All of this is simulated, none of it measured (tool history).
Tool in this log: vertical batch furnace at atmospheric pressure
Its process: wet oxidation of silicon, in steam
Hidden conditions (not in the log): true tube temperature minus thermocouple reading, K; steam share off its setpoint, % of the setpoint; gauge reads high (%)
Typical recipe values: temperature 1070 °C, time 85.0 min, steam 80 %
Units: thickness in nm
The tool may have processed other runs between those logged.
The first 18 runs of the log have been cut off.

| run | hour | temperature | time | steam | wafers since the last listed run | hours since the last temperature calibration | hours since the steam generator was serviced | hours since the gauge calibration | read-back reference wafer on the same gauge, thickness | thickness |
|---|---|---|---|---|---|---|---|---|---|---|
| 19 | 353.2 | 1070 | 85.0 | 72 | 136 | 75.2 | 14.2 | 361.9 | 709.85 | 599.14 |
| 20 | 362.9 | 1046 | 115.0 | 80 | 96 | 84.9 | 23.9 | 371.6 | 710.09 | 675.83 |
| 21 | 376.2 | 1070 | 85.0 | 89 | 132 | 98.2 | 37.2 | 384.9 | 709.94 | 673.71 |
| 22 | 388.9 | 1070 | 85.0 | 85 | 126 | 110.9 | 49.9 | 397.6 | 709.83 | 656.18 |
|  | 391.9 | gauge calibrated |
| 23 | 401.2 | 1070 | 73.0 | 85 | 122 | 123.2 | 62.2 | 9.3 | 710.05 | 598.98 |
| 24 | 413.5 | 1070 | 85.0 | 80 | 122 | 135.5 | 74.5 | 21.6 | 709.91 | 633.31 |
| 25 | 429.2 | 1070 | 85.0 | 80 | 156 | 151.2 | 90.2 | 37.3 | 710.16 | 630.40 |
| 26 | 449.0 | 1046 | 44.0 | 80 | 196 | 171.0 | 110.0 | 57.1 | 710.07 | 373.48 |
| 27 | 469.2 | 1085 | 48.5 | 76 | 200 | 191.2 | 130.2 | 77.3 | 709.95 | 470.87 |
| 28 | 479.7 | 1070 | 85.0 | 80 | 104 | 201.7 | 140.7 | 87.8 | 710.07 | 632.06 |
| 29 | 497.3 | 1070 | 85.0 | 80 | 174 | 219.3 | 158.3 | 105.4 | 709.97 | 630.66 |
| 30 | 508.1 | 1079 | 85.0 | 80 | 107 | 230.1 | 169.1 | 116.2 | 709.93 | 653.67 |

Consider 4 possible next runs. They are alternatives, not a sequence: every one starts from the tool as it was left by run 30. What does each give?
| A | 513.9 | 1070 | 85.0 | 80 | 57 | 235.9 | 174.9 | 122.0 | ? | ? |
| B | 513.9 | 1050 | 103.0 | 73 | 57 | 235.9 | 174.9 | 122.0 | ? | ? |
| C | 513.9 | 1049 | 110.0 | 84 | 57 | 235.9 | 174.9 | 122.0 | ? | ? |
| D | 513.9 | 1070 | 58.0 | 80 | 57 | 235.9 | 174.9 | 122.0 | ? | ? |

| run | read-back reference wafer on the same gauge, thickness | thickness |
|---|---|---|
| A | 710.18 | 627.32 |
| B | 710.18 | 605.69 |
| C | 710.18 | 680.69 |
| D | 710.18 | 501.75 |
Had the tool no hidden state, the same runs would have come out as:
| run | thickness |
|---|---|
| A | 633.76 |
| B | 612.08 |
| C | 687.78 |
| D | 507.04 |
